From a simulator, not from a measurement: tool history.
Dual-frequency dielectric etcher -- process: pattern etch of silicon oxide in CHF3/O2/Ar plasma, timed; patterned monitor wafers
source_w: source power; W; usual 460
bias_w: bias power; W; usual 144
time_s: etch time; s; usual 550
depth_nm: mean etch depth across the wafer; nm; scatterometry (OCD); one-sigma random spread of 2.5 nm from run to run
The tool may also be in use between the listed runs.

run,hour,source_w,bias_w,time_s,"read-back reference wafer on the same gauge, depth_nm",depth_nm
1,0,460,144,550,919.6,989.8
2,20.3,460,144,550,919.9,992.1
3,49,530,144,550,920.1,1080.8
4,64.7,530,144,550,918.9,1082.6
5,91.9,530,144,550,919.8,1086.3
6,118.9,460,131,550,920.4,987.1
7,153.7,460,144,550,919.7,1013
8,166,460,144,550,921.1,1011.7
9,189.9,460,144,550,920.8,1008.8
10,210.4,340,144,550,918.4,865.5
11,247.4,340,144,550,919.6,862.7
12,247.9,500,174,482,921.6,971.8
13,260.8,520,123,493.5,920.4,920.4
14,284,460,144,550,919.2,1007.4
15,305.2,460,133,403,919.3,725.6
16,318.9,460,109,504,920.5,860.6
17,339.4,410,122,550,920.7,908.2
18,356.5,460,144,436,920.1,801.5
19,380.3,520,144,550,920.3,1075.6
20,404.8,550,156,692,921,1427
21,447.1,520,124,663.5,920.6,1243.8
22,447.5,560,144,707,918.9,1423.8
23,470.3,520,121,632.5,920.3,1182
24,490.9,540,144,550,920.4,1091.4
25,520.9,460,144,444,919.6,816.4
26,600.9,500,129,550,920,1024.3
27,614.3,460,144,550,920.5,1006.2
28,629.1,420,157,407,921.3,729.7
29,648.7,460,129,550,920.1,977.5
30,665.4,570,144,708,920.3,1444.6

Withheld: 5 entries from between the runs. Position of each, and hidden state at the listed run before versus the listed run after:
In the gap between runs 2 and 3: source power generator calibrated (hour 47.2)
  source power that arrives over what is set, %: -4.12 -> -0.137
  measured result minus the result with no hidden state, depth_nm: -21.3 -> -0.7 nm
In the gap between runs 9 and 10: gauge calibrated (hour 200.2)
  source power that arrives over what is set, %: -0.173 -> -0.184
  measured result minus the result with no hidden state, depth_nm: -0.9 -> -0.8 nm
In the gap between runs 10 and 11: bias power generator calibrated (hour 232.2); upper electrode replaced (hour 246.9)
  source power that arrives over what is set, %: -0.184 -> -0.207
  measured result minus the result with no hidden state, depth_nm: -0.8 -> -0.9 nm
In the gap between runs 20 and 21: wet clean of the chamber (hour 446.6)
  source power that arrives over what is set, %: -0.361 -> -0.417
  measured result minus the result with no hidden state, depth_nm: -2.6 -> -2.7 nm
